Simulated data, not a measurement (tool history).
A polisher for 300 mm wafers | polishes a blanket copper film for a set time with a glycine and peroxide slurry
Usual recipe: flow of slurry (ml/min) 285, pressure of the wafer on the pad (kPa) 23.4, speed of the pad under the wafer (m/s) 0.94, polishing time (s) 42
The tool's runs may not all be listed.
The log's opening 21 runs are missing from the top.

run,hour,flow of slurry (ml/min),pressure of the wafer on the pad (kPa),speed of the pad under the wafer (m/s),polishing time (s),wafers since the last listed run,wafers polished on this pad,hours since the slurry nozzle was cleaned,hours since the head pressure was calibrated,"incoming thickness of the incoming film, nm",film removed (angstrom)
22,544.9,235,23.4,0.94,42,202,2800,21.5,482.9,1020.5,2053
23,576.2,285,29.6,1.24,51,449,3249,52.8,514.2,1016.0,3815
# hour 586.8: worn pad replaced by a new one
24,589.2,285,27.6,0.94,28,129,33,65.8,527.2,1011.6,1708
25,604.0,285,31.0,0.94,42,212,246,80.6,542.0,1020.0,2733
26,627.5,285,20.0,0.94,42,337,583,104.1,565.5,1025.3,2016
27,652.4,285,23.4,1.18,48,357,940,129.0,590.4,1007.7,3023
28,686.1,285,23.4,0.94,42,483,1424,162.7,624.1,1016.3,2158
29,705.7,230,23.4,1.18,42,281,1705,182.3,643.7,995.8,2555
30,724.8,345,23.4,0.94,56,274,1979,201.4,662.8,1003.9,2905
31,753.0,355,23.4,1.08,42,404,2384,229.6,691.0,1006.6,2426
32,784.2,205,21.4,1.26,42,447,2831,260.8,722.2,1028.0,2498
# hour 793.4: worn pad replaced by a new one
33,819.8,285,17.9,0.94,42,453,379,296.4,757.8,1003.8,1902
34,846.8,235,23.4,0.94,42,387,766,323.4,784.8,1016.0,2150
35,871.6,325,26.9,1.16,30,355,1122,348.2,809.6,1024.5,2042
36,886.5,340,23.4,0.94,50,213,1336,363.1,824.5,1005.8,2605

Alternative continuations, all from the tool just after run 36; predict every row:
A,886.9,285,23.4,0.94,42,5,1342,363.5,824.9,999.8,?
B,886.9,235,21.4,1.18,32,5,1342,363.5,824.9,999.8,?
C,886.9,285,23.4,1.16,38,5,1342,363.5,824.9,999.8,?
D,886.9,285,23.4,0.72,33,5,1342,363.5,824.9,999.8,?
E,886.9,240,28.3,1.26,28,5,1342,363.5,824.9,999.8,?

run,film removed (angstrom)
A,2151
B,1842
C,2330
D,1356
E,2062
Without the tool's unlogged condition, the same runs would have read:
run,film removed (angstrom)
A,2315
B,1983
C,2508
D,1460
E,2219
